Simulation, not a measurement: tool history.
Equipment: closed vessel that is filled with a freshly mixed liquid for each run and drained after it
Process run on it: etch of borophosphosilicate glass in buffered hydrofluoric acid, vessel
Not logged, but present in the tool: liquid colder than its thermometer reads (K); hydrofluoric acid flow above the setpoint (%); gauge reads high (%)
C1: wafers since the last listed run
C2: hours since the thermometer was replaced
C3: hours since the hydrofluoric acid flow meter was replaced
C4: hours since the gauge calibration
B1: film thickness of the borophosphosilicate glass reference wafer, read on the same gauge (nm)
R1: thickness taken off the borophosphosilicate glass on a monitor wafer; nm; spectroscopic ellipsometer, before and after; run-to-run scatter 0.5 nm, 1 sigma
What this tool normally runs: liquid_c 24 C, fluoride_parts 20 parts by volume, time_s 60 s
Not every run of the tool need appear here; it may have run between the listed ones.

run 1 hour=0 | liquid_c=27 fluoride_parts=20 time_s=60 | C1=0 C2=368.9 C3=1118.5 C4=578.2 | B1=140.01 | R1=82.05
run 2 hour=20.9 | liquid_c=27 fluoride_parts=20 time_s=60 | C1=2292 C2=389.8 C3=1139.4 C4=599.1 | B1=140.01 | R1=81.24
run 3 hour=37.8 | liquid_c=24 fluoride_parts=20 time_s=60 | C1=1853 C2=406.7 C3=1156.3 C4=616 | B1=139.99 | R1=70.09
run 4 hour=59.2 | liquid_c=24 fluoride_parts=20 time_s=60 | C1=2347 C2=428.1 C3=1177.7 C4=637.4 | B1=140.01 | R1=70.64
run 5 hour=88.3 | liquid_c=24 fluoride_parts=20 time_s=60 | C1=3191 C2=457.2 C3=1206.8 C4=666.5 | B1=140.01 | R1=71.68
run 6 hour=119.4 | liquid_c=24 fluoride_parts=20 time_s=65 | C1=3410 C2=488.3 C3=1237.9 C4=697.6 | B1=140 | R1=76.14
run 7 hour=134.9 | liquid_c=24 fluoride_parts=20 time_s=65 | C1=1699 C2=503.8 C3=1253.4 C4=713.1 | B1=139.99 | R1=76.18
run 8 hour=242.2 | liquid_c=24 fluoride_parts=20 time_s=65 | C1=11768 C2=611.1 C3=1360.7 C4=820.4 | B1=139.99 | R1=77.1
run 9 hour=254.9 | liquid_c=24 fluoride_parts=20 time_s=60 | C1=1392 C2=623.8 C3=1373.4 C4=833.1 | B1=140.02 | R1=71.17
run 10 hour=268.7 | liquid_c=24 fluoride_parts=20 time_s=60 | C1=1513 C2=637.6 C3=1387.2 C4=846.9 | B1=140.01 | R1=70.9
run 11 hour=290.8 | liquid_c=24 fluoride_parts=20 time_s=60 | C1=2423 C2=659.7 C3=1409.3 C4=869 | B1=139.98 | R1=70.69
-- hour=309.9 gauge calibrated
run 12 hour=316.9 | liquid_c=26.5 fluoride_parts=20 time_s=60 | C1=2862 C2=685.8 C3=1435.4 C4=7 | B1=140.02 | R1=82.71
run 13 hour=332.7 | liquid_c=24 fluoride_parts=20 time_s=60 | C1=1732 C2=701.6 C3=1451.2 C4=22.8 | B1=139.98 | R1=72.39
run 14 hour=347.6 | liquid_c=24 fluoride_parts=20 time_s=60 | C1=1634 C2=716.5 C3=1466.1 C4=37.7 | B1=139.98 | R1=71.2
run 15 hour=373.9 | liquid_c=24 fluoride_parts=20 time_s=60 | C1=2884 C2=742.8 C3=1492.4 C4=64 | B1=139.98 | R1=71.18
run 16 hour=400.7 | liquid_c=24 fluoride_parts=24.5 time_s=60 | C1=2939 C2=769.6 C3=1519.2 C4=90.8 | B1=139.99 | R1=60.99
-- hour=407.6 hydrofluoric acid flow meter replaced
run 17 hour=422.8 | liquid_c=24 fluoride_parts=20 time_s=60 | C1=2314 C2=791.7 C3=15.2 C4=112.9 | B1=140.02 | R1=64.39
-- hour=453.1 thermometer replaced
run 18 hour=458.3 | liquid_c=24 fluoride_parts=20 time_s=60 | C1=3783 C2=5.2 C3=50.7 C4=148.4 | B1=139.99 | R1=64.57
run 19 hour=488.7 | liquid_c=21.5 fluoride_parts=20 time_s=30 | C1=3334 C2=35.6 C3=81.1 C4=178.8 | B1=140 | R1=28.18
run 20 hour=503.5 | liquid_c=24 fluoride_parts=17.5 time_s=50 | C1=1623 C2=50.4 C3=95.9 C4=193.6 | B1=140 | R1=60.75
run 21 hour=531.1 | liquid_c=24 fluoride_parts=20 time_s=60 | C1=3027 C2=78 C3=123.5 C4=221.2 | B1=139.99 | R1=64.72
run 22 hour=562 | liquid_c=21.5 fluoride_parts=20 time_s=90 | C1=3388 C2=108.9 C3=154.4 C4=252.1 | B1=139.98 | R1=85.53
run 23 hour=595.9 | liquid_c=24 fluoride_parts=24.5 time_s=60 | C1=3717 C2=142.8 C3=188.3 C4=286 | B1=139.99 | R1=55.86
run 24 hour=608.3 | liquid_c=27.5 fluoride_parts=14 time_s=60 | C1=1359 C2=155.2 C3=200.7 C4=298.4 | B1=139.98 | R1=113.76
run 25 hour=621.1 | liquid_c=21.5 fluoride_parts=27.5 time_s=30 | C1=1403 C2=168 C3=213.5 C4=311.2 | B1=140.01 | R1=22.76
run 26 hour=653.4 | liquid_c=22 fluoride_parts=25 time_s=75 | C1=3542 C2=200.3 C3=245.8 C4=343.5 | B1=140.03 | R1=62.38
run 27 hour=732.2 | liquid_c=21 fluoride_parts=15.5 time_s=30 | C1=8642 C2=279.1 C3=324.6 C4=422.3 | B1=139.99 | R1=36.27
run 28 hour=792.1 | liquid_c=24 fluoride_parts=20 time_s=60 | C1=6569 C2=339 C3=384.5 C4=482.2 | B1=139.98 | R1=67.34

For each entry between runs, how does the tool's hidden state at the last listed run before it compare with that at the first listed run after it?
In the gap between runs 11 and 12: gauge calibrated (hour 309.9)
  hydrofluoric acid flow above the setpoint (%): 11 -> 11.2
  measured minus no-state result, R1: +6.94 -> +8.23 nm
In the gap between runs 16 and 17: hydrofluoric acid flow meter replaced (hour 407.6)
  hydrofluoric acid flow above the setpoint (%): 11.8 -> 0.751
  measured minus no-state result, R1: +4.53 -> +0.48 nm
In the gap between runs 17 and 18: thermometer replaced (hour 453.1)
  hydrofluoric acid flow above the setpoint (%): 0.751 -> 1.01
  measured minus no-state result, R1: +0.48 -> +0.65 nm
